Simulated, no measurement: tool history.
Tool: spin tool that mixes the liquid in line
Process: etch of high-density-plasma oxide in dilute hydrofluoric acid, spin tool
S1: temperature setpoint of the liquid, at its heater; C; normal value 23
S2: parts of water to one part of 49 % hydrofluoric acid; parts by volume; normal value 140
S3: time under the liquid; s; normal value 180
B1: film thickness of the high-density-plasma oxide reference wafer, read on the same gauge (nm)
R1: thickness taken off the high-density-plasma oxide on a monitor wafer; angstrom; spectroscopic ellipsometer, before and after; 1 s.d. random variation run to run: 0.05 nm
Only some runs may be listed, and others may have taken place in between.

| run | hour | S1 | S2 | S3 | B1 | R1 |
|---|---|---|---|---|---|---|
| 1 | 0 | 20.5 | 140 | 180 | 139.98 | 63.4 |
| 2 | 17.5 | 20.5 | 140 | 180 | 139.99 | 62.8 |
| 3 | 26.1 | 23 | 140 | 180 | 140.01 | 70.1 |
| 4 | 35.4 | 23 | 140 | 180 | 140.03 | 70.1 |
| 5 | 48.1 | 23 | 140 | 235 | 140 | 91.2 |
| 6 | 65.4 | 23 | 140 | 235 | 140.01 | 92.1 |
| 7 | 71.8 | 23 | 120 | 180 | 140.02 | 83.3 |
| 8 | 77.8 | 21 | 195 | 235 | 140 | 56.8 |
| 9 | 84.5 | 18 | 140 | 180 | 139.99 | 57 |
| 10 | 96.1 | 23 | 140 | 180 | 140.01 | 69.7 |
| 11 | 110.7 | 19 | 105 | 230 | 139.99 | 104.9 |
| 12 | 119.1 | 21 | 195 | 140 | 140.01 | 33.9 |
| 13 | 125.7 | 21.5 | 90 | 145 | 140 | 86.2 |
| 14 | 143.6 | 23 | 100 | 140 | 140 | 80 |
| 15 | 161.8 | 23 | 140 | 180 | 140.03 | 69.8 |
| 16 | 175.1 | 23 | 140 | 180 | 139.98 | 69.4 |
| 17 | 182.6 | 23 | 195 | 115 | 140.01 | 30 |
| 18 | 189.5 | 26.5 | 140 | 180 | 139.98 | 80.3 |
| 19 | 205.2 | 18 | 140 | 180 | 139.99 | 57.2 |
| 20 | 212 | 19 | 120 | 150 | 140.01 | 59 |
| 21 | 228.3 | 25.5 | 170 | 245 | 139.99 | 81.7 |
| 22 | 237.6 | 23 | 140 | 180 | 140.02 | 70.1 |
| 23 | 247 | 23 | 140 | 180 | 140 | 69.8 |
| 24 | 259.3 | 25.5 | 100 | 225 | 139.98 | 141.8 |
| 25 | 275.1 | 23 | 140 | 285 | 140.01 | 110.8 |
| 26 | 291.9 | 23 | 140 | 255 | 139.98 | 97.4 |
| 27 | 306.5 | 27 | 140 | 180 | 140 | 81.7 |
| 28 | 315.2 | 21.5 | 140 | 180 | 140 | 66.1 |
| 29 | 327 | 24.5 | 140 | 85 | 140.01 | 35.3 |
| 30 | 333.3 | 23 | 140 | 180 | 140.02 | 70.1 |
| 31 | 351.2 | 23 | 140 | 180 | 140.03 | 70.6 |
| 32 | 362.3 | 18.5 | 140 | 125 | 140 | 40.4 |

Put back what was entered between runs (2 entries, withheld): which listed runs does each sit between, and how does the hidden state differ from the listed run before to the listed run after?
Runs 3 to 4: gauge calibrated (hour 31.9)
  nothing in the hidden state changes from one run to the other
Runs 18 to 19: hydrofluoric acid flow meter replaced (hour 201.5)
  nothing in the hidden state changes from one run to the other
